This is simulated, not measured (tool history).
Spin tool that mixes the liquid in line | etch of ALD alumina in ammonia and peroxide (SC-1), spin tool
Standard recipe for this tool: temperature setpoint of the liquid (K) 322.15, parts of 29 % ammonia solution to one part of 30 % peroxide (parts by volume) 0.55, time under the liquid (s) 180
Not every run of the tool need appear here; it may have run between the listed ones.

| run | hour | temperature setpoint of the liquid (K) | parts of 29 % ammonia solution to one part of 30 % peroxide (parts by volume) | time under the liquid (s) | wafers since the last listed run | hours since the thermometer was replaced | hours since the ammonia flow meter was replaced | hours since the heated supply line was repaired | hours since the drum of ammonia solution was connected | hours since the gauge calibration | read-back film thickness of the ALD alumina reference wafer, read on the same gauge (nm) | thickness taken off the ALD alumina on a monitor wafer (Å) |
|---|---|---|---|---|---|---|---|---|---|---|---|---|
| 1 | 0.0 | 322.15 | 0.55 | 180 | 0 | 1470.5 | 280.2 | 2671.3 | 271.8 | 480.6 | 70.02 | 171.6 |
| 2 | 61.2 | 322.15 | 0.55 | 180 | 472 | 1531.7 | 341.4 | 2732.5 | 333.0 | 541.8 | 70.01 | 171.7 |
| 3 | 97.7 | 322.15 | 0.55 | 180 | 281 | 1568.2 | 377.9 | 2769.0 | 369.5 | 578.3 | 69.99 | 173.4 |
| 4 | 128.1 | 322.15 | 0.55 | 180 | 234 | 1598.6 | 408.3 | 2799.4 | 399.9 | 608.7 | 70.01 | 174.5 |
| 5 | 153.9 | 322.15 | 0.55 | 130 | 198 | 1624.4 | 434.1 | 2825.2 | 425.7 | 634.5 | 69.99 | 124.5 |
| 6 | 197.2 | 322.15 | 0.55 | 130 | 333 | 1667.7 | 477.4 | 2868.5 | 469.0 | 677.8 | 69.99 | 125.1 |
| 7 | 251.5 | 322.15 | 0.55 | 130 | 418 | 1722.0 | 531.7 | 2922.8 | 523.3 | 732.1 | 70.02 | 125.6 |
| 8 | 286.3 | 322.15 | 0.55 | 180 | 268 | 1756.8 | 566.5 | 2957.6 | 558.1 | 766.9 | 70.02 | 173.0 |
|  | 302.7 | gauge calibrated |
| 9 | 321.0 | 322.15 | 0.55 | 180 | 267 | 1791.5 | 601.2 | 2992.3 | 592.8 | 18.3 | 70.00 | 173.9 |
|  | 345.6 | ammonia flow meter replaced |
| 10 | 368.2 | 322.15 | 0.55 | 180 | 356 | 1838.7 | 22.6 | 3039.5 | 640.0 | 65.5 | 70.03 | 174.3 |
| 11 | 400.7 | 322.15 | 0.55 | 180 | 250 | 1871.2 | 55.1 | 3072.0 | 672.5 | 98.0 | 70.02 | 173.5 |
|  | 402.4 | heated supply line repaired |
| 12 | 457.8 | 322.15 | 0.55 | 180 | 432 | 1928.3 | 112.2 | 55.4 | 729.6 | 155.1 | 70.00 | 173.9 |
| 13 | 509.7 | 316.15 | 0.55 | 180 | 400 | 1980.2 | 164.1 | 107.3 | 781.5 | 207.0 | 70.00 | 125.4 |
| 14 | 535.9 | 313.15 | 0.75 | 100 | 202 | 2006.4 | 190.3 | 133.5 | 807.7 | 233.2 | 69.99 | 60.5 |
| 15 | 567.4 | 322.15 | 0.55 | 130 | 242 | 2037.9 | 221.8 | 165.0 | 839.2 | 264.7 | 69.99 | 127.7 |
|  | 629.0 | thermometer replaced |
| 16 | 629.5 | 328.65 | 0.30 | 290 | 471 | 0.5 | 283.9 | 227.1 | 901.3 | 326.8 | 70.00 | 335.9 |
| 17 | 665.0 | 327.65 | 0.55 | 180 | 273 | 36.0 | 319.4 | 262.6 | 936.8 | 362.3 | 70.00 | 213.1 |
| 18 | 725.8 | 330.15 | 0.55 | 180 | 468 | 96.8 | 380.2 | 323.4 | 997.6 | 423.1 | 69.98 | 238.3 |
| 19 | 760.3 | 330.15 | 0.75 | 245 | 266 | 131.3 | 414.7 | 357.9 | 1032.1 | 457.6 | 70.00 | 339.4 |
|  | 803.0 | new drum of ammonia solution connected |
| 20 | 805.7 | 322.15 | 0.65 | 180 | 342 | 176.7 | 460.1 | 403.3 | 2.7 | 503.0 | 69.97 | 159.1 |
| 21 | 848.6 | 322.15 | 0.55 | 180 | 330 | 219.6 | 503.0 | 446.2 | 45.6 | 545.9 | 70.00 | 155.1 |
|  | 907.0 | ammonia flow meter replaced |
| 22 | 908.6 | 317.65 | 0.40 | 220 | 455 | 279.6 | 1.6 | 506.2 | 105.6 | 605.9 | 70.01 | 145.5 |
| 23 | 955.7 | 314.65 | 0.45 | 140 | 363 | 326.7 | 48.7 | 553.3 | 152.7 | 653.0 | 70.00 | 78.5 |
| 24 | 1008.0 | 314.15 | 0.85 | 90 | 403 | 379.0 | 101.0 | 605.6 | 205.0 | 705.3 | 70.00 | 51.7 |

Hidden state or all else? Some run-to-run changes of thickness taken off the ALD alumina on a monitor wafer (Å), split into what the settings, what came in and random variation would give without the hidden state, and what is left for the hidden state (with any gauge scatter that isn't in both results):
What the log doesn't record here: liquid hotter than its thermometer reads (K); ammonia flow above the setpoint (%); temperature lost on the way to the wafer (K); ammonia solution weaker than its label (%); gauge reads high (%).
Run 13 -> 14: temperature setpoint of the liquid (K) 316.15 -> 313.15, parts of 29 % ammonia solution to one part of 30 % peroxide (parts by volume) 0.55 -> 0.75, time under the liquid (s) 180 -> 100. thickness taken off the ALD alumina on a monitor wafer (Å) -64.9: hidden state -7.8, all else -57.1.
Run 15 -> 16: temperature setpoint of the liquid (K) 322.15 -> 328.65, parts of 29 % ammonia solution to one part of 30 % peroxide (parts by volume) 0.55 -> 0.30, time under the liquid (s) 130 -> 290, thermometer replaced. thickness taken off the ALD alumina on a monitor wafer (Å) +208.2: hidden state -14.1, all else +222.3.
Run 19 -> 20: temperature setpoint of the liquid (K) 330.15 -> 322.15, parts of 29 % ammonia solution to one part of 30 % peroxide (parts by volume) 0.75 -> 0.65, time under the liquid (s) 245 -> 180, new drum of ammonia solution connected. thickness taken off the ALD alumina on a monitor wafer (Å) -180.3: hidden state -1.4, all else -178.9.

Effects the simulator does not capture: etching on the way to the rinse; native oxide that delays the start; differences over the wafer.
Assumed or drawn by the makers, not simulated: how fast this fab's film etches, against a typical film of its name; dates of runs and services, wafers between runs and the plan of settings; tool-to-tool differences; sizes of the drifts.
